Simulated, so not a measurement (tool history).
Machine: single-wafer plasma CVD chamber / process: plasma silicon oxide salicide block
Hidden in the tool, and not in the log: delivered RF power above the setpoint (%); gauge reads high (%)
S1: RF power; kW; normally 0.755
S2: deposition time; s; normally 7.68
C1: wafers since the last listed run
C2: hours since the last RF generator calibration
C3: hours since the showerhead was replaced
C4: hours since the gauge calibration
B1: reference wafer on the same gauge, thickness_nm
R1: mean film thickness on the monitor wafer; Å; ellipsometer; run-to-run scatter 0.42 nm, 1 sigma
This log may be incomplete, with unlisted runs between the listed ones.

Run 1, hour 0.0: usual settings but S1 0.655 kW, S2 6.65 s; C1 0; C2 1753.6; C3 4790.6; C4 293.1; B1 87.781. Result: R1 703.80 Å.
Run 2, hour 21.3: usual settings but S2 7.13 s; C1 1103; C2 1774.9; C3 4811.9; C4 314.4; B1 87.584. Result: R1 815.50 Å.
Run 3, hour 51.0: usual settings but S2 6.62 s; C1 1538; C2 1804.6; C3 4841.6; C4 344.1; B1 87.720. Result: R1 748.80 Å.
Run 4, hour 72.3: usual settings but S2 6.62 s; C1 1103; C2 1825.9; C3 4862.9; C4 365.4; B1 87.699. Result: R1 756.34 Å.
Run 5, hour 88.9: usual settings; C1 860; C2 1842.5; C3 4879.5; C4 382.0; B1 87.734. Result: R1 877.65 Å.
Run 6, hour 114.3: usual settings; C1 1316; C2 1867.9; C3 4904.9; C4 407.4; B1 87.617. Result: R1 869.61 Å.
Run 7, hour 137.4: usual settings but S1 0.800 kW; C1 1196; C2 1891.0; C3 4928.0; C4 430.5; B1 87.643. Result: R1 900.19 Å.
Run 8, hour 165.8: usual settings but S1 0.800 kW; C1 1471; C2 1919.4; C3 4956.4; C4 458.9; B1 87.499. Result: R1 900.86 Å.
Run 9, hour 178.0: usual settings but S1 0.800 kW; C1 632; C2 1931.6; C3 4968.6; C4 471.1; B1 87.677. Result: R1 898.67 Å.
Run 10, hour 208.7: usual settings; C1 1590; C2 1962.3; C3 4999.3; C4 501.8; B1 87.602. Result: R1 869.28 Å.
Run 11, hour 241.3: usual settings; C1 1689; C2 1994.9; C3 5031.9; C4 534.4; B1 87.770. Result: R1 880.89 Å.
Run 12, hour 270.4: usual settings; C1 1507; C2 2024.0; C3 5061.0; C4 563.5; B1 87.713. Result: R1 877.19 Å.
Run 13, hour 302.9: usual settings; C1 1683; C2 2056.5; C3 5093.5; C4 596.0; B1 87.674. Result: R1 874.55 Å.
Run 14, hour 316.1: usual settings but S1 0.835 kW; C1 683; C2 2069.7; C3 5106.7; C4 609.2; B1 87.617. Result: R1 916.98 Å.
Run 15, hour 347.5: usual settings but S1 0.835 kW; C1 1626; C2 2101.1; C3 5138.1; C4 640.6; B1 87.629. Result: R1 918.13 Å.
Run 16, hour 366.3: usual settings but S1 0.835 kW; C1 974; C2 2119.9; C3 5156.9; C4 659.4; B1 87.645. Result: R1 921.78 Å.
Run 17, hour 378.7: usual settings; C1 642; C2 2132.3; C3 5169.3; C4 671.8; B1 87.640. Result: R1 868.38 Å.
Run 18, hour 400.3: usual settings; C1 1119; C2 2153.9; C3 5190.9; C4 693.4; B1 87.630. Result: R1 868.98 Å.
Run 19, hour 416.6: usual settings; C1 844; C2 2170.2; C3 5207.2; C4 709.7; B1 87.780. Result: R1 873.20 Å.
Run 20, hour 445.7: usual settings; C1 1507; C2 2199.3; C3 5236.3; C4 738.8; B1 87.633. Result: R1 871.95 Å.
Run 21, hour 463.4: usual settings but S1 0.805 kW, S2 6.55 s; C1 917; C2 2217.0; C3 5254.0; C4 756.5; B1 87.777. Result: R1 770.07 Å.
Run 22, hour 494.8: usual settings but S1 0.625 kW; C1 1626; C2 2248.4; C3 5285.4; C4 787.9; B1 87.754. Result: R1 783.99 Å.
At hour 504.3: gauge calibrated.
At hour 518.7: RF generator calibrated.
At hour 522.5: showerhead replaced.
Run 23, hour 526.6: usual settings but S2 8.30 s; C1 1035; C2 7.9; C3 4.1; C4 22.3; B1 87.617. Result: R1 977.35 Å.
Run 24, hour 548.9: usual settings; C1 1155; C2 30.2; C3 26.4; C4 44.6; B1 87.774. Result: R1 908.14 Å.
Run 25, hour 561.3: usual settings but S2 6.72 s; C1 642; C2 42.6; C3 38.8; C4 57.0; B1 87.606. Result: R1 794.88 Å.
Run 26, hour 574.5: usual settings but S1 0.655 kW, S2 6.20 s; C1 683; C2 55.8; C3 52.0; C4 70.2; B1 87.708. Result: R1 682.92 Å.
Run 27, hour 680.8: usual settings but S1 0.885 kW, S2 8.86 s; C1 5507; C2 162.1; C3 158.3; C4 176.5; B1 87.632. Result: R1 1143.68 Å.
Run 28, hour 699.1: usual settings but S1 0.630 kW, S2 8.74 s; C1 948; C2 180.4; C3 176.6; C4 194.8; B1 87.736. Result: R1 936.38 Å.
Run 29, hour 731.0: usual settings; C1 1652; C2 212.3; C3 208.5; C4 226.7; B1 87.727. Result: R1 907.92 Å.
Run 30, hour 765.8: usual settings but S1 0.630 kW, S2 6.47 s; C1 1803; C2 247.1; C3 243.3; C4 261.5; B1 87.793. Result: R1 692.08 Å.
Run 31, hour 791.1: usual settings but S1 0.690 kW, S2 6.27 s; C1 1310; C2 272.4; C3 268.6; C4 286.8; B1 87.732. Result: R1 703.95 Å.
Run 32, hour 814.4: usual settings but S1 0.675 kW, S2 6.52 s; C1 1207; C2 295.7; C3 291.9; C4 310.1; B1 87.780. Result: R1 722.03 Å.
Run 33, hour 828.1: usual settings but S2 6.30 s; C1 709; C2 309.4; C3 305.6; C4 323.8; B1 87.826. Result: R1 749.64 Å.
Run 34, hour 850.8: usual settings but S1 0.860 kW, S2 7.22 s; C1 1176; C2 332.1; C3 328.3; C4 346.5; B1 87.701. Result: R1 914.52 Å.
Run 35, hour 865.4: usual settings but S1 0.875 kW, S2 6.21 s; C1 756; C2 346.7; C3 342.9; C4 361.1; B1 87.716. Result: R1 789.07 Å.
Run 36, hour 899.1: usual settings but S1 0.650 kW, S2 9.02 s; C1 1746; C2 380.4; C3 376.6; C4 394.8; B1 87.784. Result: R1 978.72 Å.
Run 37, hour 929.1: usual settings but S2 6.32 s; C1 1554; C2 410.4; C3 406.6; C4 424.8; B1 87.901. Result: R1 748.04 Å.
Run 38, hour 964.5: usual settings; C1 1834; C2 445.8; C3 442.0; C4 460.2; B1 87.742. Result: R1 908.92 Å.
Run 39, hour 998.7: usual settings but S1 0.840 kW; C1 1771; C2 480.0; C3 476.2; C4 494.4; B1 87.899. Result: R1 947.01 Å.
Run 40, hour 1030.0: usual settings but S1 0.685 kW, S2 8.87 s; C1 1621; C2 511.3; C3 507.5; C4 525.7; B1 87.616. Result: R1 995.34 Å.

What will run 41 give?
Run 41, hour 1050.7: usual settings but S1 0.800 kW, S2 9.11 s; C1 1072; C2 532.0; C3 528.2; C4 546.4; B1 ?. Result: R1 ?.

B1: 87.666
R1: 1105.39 Å
Had the tool carried no hidden state, the very same run would have given R1 1119.60 Å.

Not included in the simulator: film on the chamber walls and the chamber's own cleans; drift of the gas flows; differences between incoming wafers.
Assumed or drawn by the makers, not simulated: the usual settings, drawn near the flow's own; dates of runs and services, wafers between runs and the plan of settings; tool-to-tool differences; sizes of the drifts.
